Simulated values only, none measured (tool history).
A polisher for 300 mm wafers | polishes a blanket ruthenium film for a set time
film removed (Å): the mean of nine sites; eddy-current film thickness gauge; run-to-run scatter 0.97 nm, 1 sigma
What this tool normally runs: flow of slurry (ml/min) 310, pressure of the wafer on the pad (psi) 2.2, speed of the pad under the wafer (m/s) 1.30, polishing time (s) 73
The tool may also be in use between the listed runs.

| run | day | flow of slurry (ml/min) | pressure of the wafer on the pad (psi) | speed of the pad under the wafer (m/s) | polishing time (s) | incoming thickness of the incoming film, nm | film removed (Å) |
|---|---|---|---|---|---|---|---|
| 1 | 0.000 | 310 | 2.2 | 1.30 | 73 | 356.2 | 962 |
| 2 | 2.638 | 310 | 2.2 | 1.30 | 73 | 357.0 | 956 |
| 3 | 4.238 | 310 | 2.2 | 0.96 | 73 | 361.9 | 723 |
| 4 | 5.496 | 310 | 2.2 | 1.30 | 73 | 364.2 | 928 |
|  | 6.183 | head pressure recalibrated |
|  | 7.658 | worn pad replaced by a new one |
| 5 | 7.742 | 280 | 2.2 | 1.20 | 73 | 356.0 | 939 |
| 6 | 9.612 | 280 | 2.2 | 1.20 | 73 | 356.7 | 943 |
| 7 | 11.000 | 310 | 2.2 | 1.30 | 73 | 361.0 | 1010 |
| 8 | 12.054 | 310 | 2.2 | 1.30 | 73 | 357.8 | 1012 |
| 9 | 15.850 | 310 | 2.2 | 1.30 | 73 | 361.7 | 989 |
| 10 | 16.962 | 310 | 2.2 | 1.18 | 73 | 361.0 | 892 |
| 11 | 18.462 | 310 | 2.2 | 1.18 | 73 | 358.8 | 903 |
|  | 18.988 | worn pad replaced by a new one |
| 12 | 20.525 | 310 | 2.2 | 1.18 | 73 | 359.7 | 878 |
|  | 21.475 | slurry nozzle cleaned |
| 13 | 21.754 | 310 | 2.2 | 1.30 | 92 | 363.5 | 1201 |
| 14 | 23.438 | 310 | 2.2 | 1.30 | 92 | 359.1 | 1196 |
| 15 | 24.483 | 310 | 2.6 | 1.30 | 97 | 359.8 | 1494 |
|  | 25.954 | head pressure recalibrated |
| 16 | 27.067 | 310 | 2.9 | 1.06 | 73 | 364.9 | 1302 |
| 17 | 29.504 | 310 | 2.2 | 1.30 | 73 | 357.5 | 1150 |
|  | 31.004 | worn pad replaced by a new one |
| 18 | 32.279 | 310 | 2.2 | 1.30 | 73 | 356.4 | 1117 |
| 19 | 33.758 | 310 | 2.2 | 1.30 | 73 | 352.0 | 1127 |
| 20 | 34.996 | 310 | 2.2 | 1.30 | 73 | 363.7 | 1125 |
| 21 | 37.092 | 310 | 2.2 | 1.10 | 65 | 361.2 | 850 |
|  | 37.333 | head pressure recalibrated, repeated, since the last time left the tool worse |
| 22 | 38.492 | 255 | 1.5 | 1.00 | 50 | 363.1 | 376 |
| 23 | 39.988 | 240 | 1.4 | 1.52 | 54 | 360.2 | 544 |
| 24 | 42.108 | 310 | 2.2 | 1.72 | 73 | 364.0 | 1317 |
|  | 43.321 | worn pad replaced by a new one |
| 25 | 44.383 | 310 | 2.2 | 1.30 | 73 | 365.9 | 992 |
| 26 | 51.721 | 310 | 2.2 | 1.74 | 90 | 354.8 | 1542 |
|  | 53.142 | worn pad replaced by a new one |
| 27 | 53.183 | 310 | 2.2 | 1.30 | 73 | 363.6 | 958 |
|  | 54.638 | head pressure recalibrated |
| 28 | 55.242 | 310 | 2.2 | 0.88 | 73 | 354.8 | 718 |
|  | 56.017 | slurry nozzle cleaned |
| 29 | 57.621 | 310 | 1.5 | 1.00 | 87 | 364.6 | 654 |

Each row is a separate what-if for the run after 29, all from the same tool condition, not one after another. Results?
| A | 57.638 | 310 | 2.2 | 1.30 | 73 | 356.5 | ? |
| B | 57.638 | 310 | 2.2 | 1.30 | 90 | 356.5 | ? |
| C | 57.638 | 310 | 2.2 | 1.62 | 73 | 356.5 | ? |
| D | 57.638 | 365 | 2.2 | 1.30 | 93 | 356.5 | ? |

| run | film removed (Å) |
|---|---|
| A | 1031 |
| B | 1272 |
| C | 1255 |
| D | 1327 |
The same runs, with their run-to-run variation unchanged, on a tool lacking any hidden condition would have given:
| run | film removed (Å) |
|---|---|
| A | 1051 |
| B | 1296 |
| C | 1279 |
| D | 1352 |

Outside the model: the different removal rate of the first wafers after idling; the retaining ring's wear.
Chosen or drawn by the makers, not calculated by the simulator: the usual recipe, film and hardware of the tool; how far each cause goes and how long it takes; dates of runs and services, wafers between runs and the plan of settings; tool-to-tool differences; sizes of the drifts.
